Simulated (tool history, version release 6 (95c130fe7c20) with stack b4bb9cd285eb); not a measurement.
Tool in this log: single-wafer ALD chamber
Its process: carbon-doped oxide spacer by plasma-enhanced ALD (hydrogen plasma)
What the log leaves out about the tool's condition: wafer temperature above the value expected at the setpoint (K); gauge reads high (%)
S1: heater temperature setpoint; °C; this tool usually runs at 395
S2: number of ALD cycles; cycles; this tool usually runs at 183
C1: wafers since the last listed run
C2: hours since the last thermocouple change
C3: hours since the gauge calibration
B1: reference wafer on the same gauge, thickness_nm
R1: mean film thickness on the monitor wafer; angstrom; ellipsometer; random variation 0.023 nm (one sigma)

| run | hour | S1 | S2 | C1 | C2 | C3 | B1 | R1 |
|---|---|---|---|---|---|---|---|---|
| 1 | 0 | 395 | 183 | 0 | 1886.9 | 58.5 | 8.809 | 93.03 |
| 2 | 32.1 | 395 | 183 | 75 | 1919 | 90.6 | 8.815 | 93.39 |
| 3 | 115.5 | 383 | 183 | 196 | 2002.4 | 174 | 8.829 | 93.47 |
| 4 | 142.9 | 383 | 183 | 64 | 2029.8 | 201.4 | 8.826 | 93.55 |
| 5 | 160.2 | 383 | 183 | 40 | 2047.1 | 218.7 | 8.829 | 93.9 |
| 6 | 181.5 | 395 | 183 | 50 | 2068.4 | 240 | 8.834 | 93.69 |
| 7 | 216.4 | 395 | 183 | 82 | 2103.3 | 274.9 | 8.844 | 93.69 |
| 8 | 250.6 | 395 | 155 | 80 | 2137.5 | 309.1 | 8.854 | 79.82 |
| 9 | 278 | 395 | 155 | 64 | 2164.9 | 336.5 | 8.863 | 79.3 |
| 10 | 376.6 | 395 | 155 | 231 | 2263.5 | 435.1 | 8.906 | 80.04 |
| 11 | 405.5 | 405 | 183 | 67 | 2292.4 | 464 | 8.918 | 92.84 |
| 12 | 433.1 | 405 | 183 | 64 | 2320 | 491.6 | 8.932 | 93.1 |
| 13 | 452.7 | 405 | 183 | 46 | 2339.6 | 511.2 | 8.943 | 93.12 |
| 14 | 475.9 | 395 | 183 | 54 | 2362.8 | 534.4 | 8.956 | 95.11 |
|  | 544.4 | gauge calibrated |
| 15 | 551.8 | 395 | 183 | 178 | 2438.7 | 7.4 | 8.832 | 93.99 |
| 16 | 564.5 | 395 | 183 | 29 | 2451.4 | 20.1 | 8.833 | 94.02 |
| 17 | 596.1 | 389 | 183 | 74 | 2483 | 51.7 | 8.836 | 93.74 |
| 18 | 629.9 | 389 | 183 | 79 | 2516.8 | 85.5 | 8.839 | 93.99 |
|  | 643.7 | thermocouple changed; heater temperature recalibrated |
| 19 | 651.8 | 389 | 183 | 32 | 8.1 | 107.4 | 8.836 | 93.63 |
| 20 | 669.2 | 395 | 183 | 40 | 25.5 | 124.8 | 8.837 | 94.43 |
| 21 | 691.3 | 391 | 148 | 51 | 47.6 | 146.9 | 8.839 | 76.17 |
| 22 | 717.3 | 387 | 201 | 61 | 73.6 | 172.9 | 8.847 | 102.92 |
| 23 | 746 | 395 | 197 | 67 | 102.3 | 201.6 | 8.849 | 101.58 |
| 24 | 766.3 | 395 | 183 | 47 | 122.6 | 221.9 | 8.86 | 93.83 |
| 25 | 778.7 | 383 | 212 | 29 | 135 | 234.3 | 8.858 | 108.97 |
| 26 | 813.7 | 395 | 183 | 82 | 170 | 269.3 | 8.872 | 94.21 |
| 27 | 836.8 | 407 | 157 | 54 | 193.1 | 292.4 | 8.874 | 78.62 |
| 28 | 861.9 | 400 | 155 | 59 | 218.2 | 317.5 | 8.886 | 79.39 |
| 29 | 895.6 | 400 | 183 | 79 | 251.9 | 351.2 | 8.901 | 94.27 |
| 30 | 930.6 | 395 | 183 | 82 | 286.9 | 386.2 | 8.906 | 94.65 |
| 31 | 950.2 | 382 | 183 | 46 | 306.5 | 405.8 | 8.914 | 94.76 |
| 32 | 972.4 | 402 | 205 | 52 | 328.7 | 428 | 8.93 | 105.18 |
| 33 | 992.7 | 395 | 173 | 47 | 349 | 448.3 | 8.936 | 89.82 |
| 34 | 1007 | 390 | 201 | 33 | 363.3 | 462.6 | 8.942 | 104.77 |
| 35 | 1038.9 | 406 | 170 | 74 | 395.2 | 494.5 | 8.957 | 86.37 |
| 36 | 1064.4 | 395 | 183 | 59 | 420.7 | 520 | 8.971 | 95.65 |
| 37 | 1095.7 | 389 | 203 | 73 | 452 | 551.3 | 8.988 | 106.01 |
| 38 | 1107.9 | 409 | 172 | 28 | 464.2 | 563.5 | 8.997 | 87.11 |
| 39 | 1129.6 | 402 | 210 | 51 | 485.9 | 585.2 | 9.008 | 108.5 |
| 40 | 1149 | 395 | 183 | 45 | 505.3 | 604.6 | 9.02 | 96.24 |
| 41 | 1161.3 | 395 | 183 | 28 | 517.6 | 616.9 | 9.033 | 96.04 |

Each row is a separate what-if for the run after 41, all from the same tool condition, not one after another. Results?
| A | 1162 | 395 | 183 | 1 | 518.3 | 617.6 | ? | ? |
| B | 1162 | 383 | 211 | 1 | 518.3 | 617.6 | ? | ? |
| C | 1162 | 395 | 162 | 1 | 518.3 | 617.6 | ? | ? |
| D | 1162 | 400 | 172 | 1 | 518.3 | 617.6 | ? | ? |

| run | B1 | R1 |
|---|---|---|
| A | 9.029 | 96.15 |
| B | 9.029 | 110.86 |
| C | 9.029 | 85.11 |
| D | 9.029 | 90.18 |
Take away the tool's hidden state, keep each run's random variation, and the runs would have read:
| run | R1 |
|---|---|
| A | 94.14 |
| B | 108.54 |
| C | 83.34 |
| D | 88.29 |
